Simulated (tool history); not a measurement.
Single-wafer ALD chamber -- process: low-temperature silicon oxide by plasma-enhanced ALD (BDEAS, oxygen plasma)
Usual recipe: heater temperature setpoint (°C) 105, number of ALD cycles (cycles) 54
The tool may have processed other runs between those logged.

| run | day | heater temperature setpoint (°C) | number of ALD cycles (cycles) | wafers since the last listed run | hours since the last thermocouple change | hours since the gauge calibration | read-back reference wafer on the same gauge, thickness_nm | mean film thickness on the monitor wafer (nm) |
|---|---|---|---|---|---|---|---|---|
| 1 | 0 | 105 | 47 | 0 | 1044.4 | 1019.3 | 8.249 | 7.001 |
| 2 | 3.758 | 105 | 47 | 527 | 1134.6 | 1109.5 | 8.247 | 7.012 |
| 3 | 7.404 | 105 | 47 | 511 | 1222.1 | 1197 | 8.253 | 7.041 |
| 4 | 9.025 | 101 | 54 | 227 | 1261 | 1235.9 | 8.249 | 8.109 |
| 5 | 11.438 | 101 | 54 | 338 | 1318.9 | 1293.8 | 8.253 | 8.129 |
| 6 | 13.029 | 105 | 54 | 223 | 1357.1 | 1332 | 8.238 | 8.052 |
| 7 | 16.792 | 105 | 54 | 528 | 1447.4 | 1422.3 | 8.244 | 8.072 |
| 8 | 20.575 | 105 | 54 | 530 | 1538.2 | 1513.1 | 8.239 | 8.024 |
| 9 | 22.904 | 99 | 54 | 326 | 1594.1 | 1569 | 8.252 | 8.129 |
| 10 | 26.325 | 99 | 54 | 480 | 1676.2 | 1651.1 | 8.258 | 8.152 |
| 11 | 28.133 | 105 | 54 | 253 | 1719.6 | 1694.5 | 8.244 | 8.031 |
| 12 | 30.721 | 105 | 46 | 363 | 1781.7 | 1756.6 | 8.252 | 6.861 |
| 13 | 34.642 | 105 | 54 | 550 | 1875.8 | 1850.7 | 8.246 | 8.047 |
| 14 | 36.425 | 105 | 54 | 250 | 1918.6 | 1893.5 | 8.248 | 8.033 |
|  | 38.617 | gauge calibrated |
|  | 39.179 | thermocouple changed; heater temperature recalibrated |
| 15 | 39.85 | 110 | 58 | 433 | 16.1 | 29.6 | 8.25 | 8.657 |
| 16 | 42.004 | 105 | 54 | 302 | 67.8 | 81.3 | 8.244 | 8.113 |
| 17 | 44.75 | 105 | 54 | 385 | 133.7 | 147.2 | 8.249 | 8.153 |
| 18 | 48.262 | 105 | 54 | 492 | 218 | 231.5 | 8.244 | 8.13 |
| 19 | 52.196 | 105 | 54 | 552 | 312.4 | 325.9 | 8.255 | 8.09 |
| 20 | 56.358 | 105 | 54 | 584 | 412.3 | 425.8 | 8.255 | 8.101 |
| 21 | 60.438 | 98 | 54 | 572 | 510.2 | 523.7 | 8.254 | 8.232 |
| 22 | 62.442 | 105 | 47 | 281 | 558.3 | 571.8 | 8.242 | 7.001 |
| 23 | 66.558 | 112 | 44 | 577 | 657.1 | 670.6 | 8.248 | 6.479 |
| 24 | 69.146 | 91 | 50 | 363 | 719.2 | 732.7 | 8.243 | 7.758 |
| 25 | 71.292 | 118 | 54 | 301 | 770.7 | 784.2 | 8.25 | 7.875 |
| 26 | 73.808 | 105 | 54 | 353 | 831.1 | 844.6 | 8.249 | 8.044 |
| 27 | 75.346 | 117 | 45 | 215 | 868 | 881.5 | 8.257 | 6.54 |
| 28 | 78.567 | 98 | 44 | 452 | 945.3 | 958.8 | 8.259 | 6.664 |
| 29 | 81.638 | 96 | 54 | 430 | 1019 | 1032.5 | 8.245 | 8.194 |
| 30 | 85.688 | 97 | 54 | 568 | 1116.2 | 1129.7 | 8.243 | 8.179 |
| 31 | 88.471 | 110 | 45 | 390 | 1183 | 1196.5 | 8.246 | 6.629 |
| 32 | 92.746 | 97 | 62 | 599 | 1285.6 | 1299.1 | 8.246 | 9.39 |
| 33 | 96.542 | 105 | 54 | 532 | 1376.7 | 1390.2 | 8.259 | 8.047 |
| 34 | 100.267 | 105 | 54 | 522 | 1466.1 | 1479.6 | 8.247 | 8.056 |
| 35 | 102.058 | 116 | 54 | 251 | 1509.1 | 1522.6 | 8.251 | 7.879 |
| 36 | 105.308 | 105 | 47 | 456 | 1587.1 | 1600.6 | 8.257 | 6.984 |
| 37 | 109.654 | 110 | 54 | 609 | 1691.4 | 1704.9 | 8.246 | 7.966 |
|  | 112.121 | thermocouple changed; heater temperature recalibrated |
| 38 | 113.112 | 119 | 61 | 438 | 23.8 | 1787.9 | 8.255 | 8.883 |
| 39 | 117.425 | 99 | 47 | 605 | 127.3 | 1891.4 | 8.248 | 7.178 |
| 40 | 119.029 | 92 | 54 | 225 | 165.8 | 1929.9 | 8.252 | 8.465 |
| 41 | 123.092 | 110 | 60 | 570 | 263.3 | 2027.4 | 8.245 | 8.866 |
| 42 | 125.533 | 97 | 45 | 342 | 321.9 | 2086 | 8.252 | 6.848 |

Each row is a separate what-if for the run after 42, all from the same tool condition, not one after another. Results?
| A | 125.554 | 119 | 54 | 2 | 322.4 | 2086.5 | ? | ? |
| B | 125.554 | 117 | 54 | 2 | 322.4 | 2086.5 | ? | ? |
| C | 125.554 | 97 | 44 | 2 | 322.4 | 2086.5 | ? | ? |

| run | read-back reference wafer on the same gauge, thickness_nm | mean film thickness on the monitor wafer (nm) |
|---|---|---|
| A | 8.252 | 7.853 |
| B | 8.252 | 7.887 |
| C | 8.252 | 6.716 |
Had the tool no hidden state, the same runs would have come out as:
| run | mean film thickness on the monitor wafer (nm) |
|---|---|
| A | 7.896 |
| B | 7.93 |
| C | 6.786 |

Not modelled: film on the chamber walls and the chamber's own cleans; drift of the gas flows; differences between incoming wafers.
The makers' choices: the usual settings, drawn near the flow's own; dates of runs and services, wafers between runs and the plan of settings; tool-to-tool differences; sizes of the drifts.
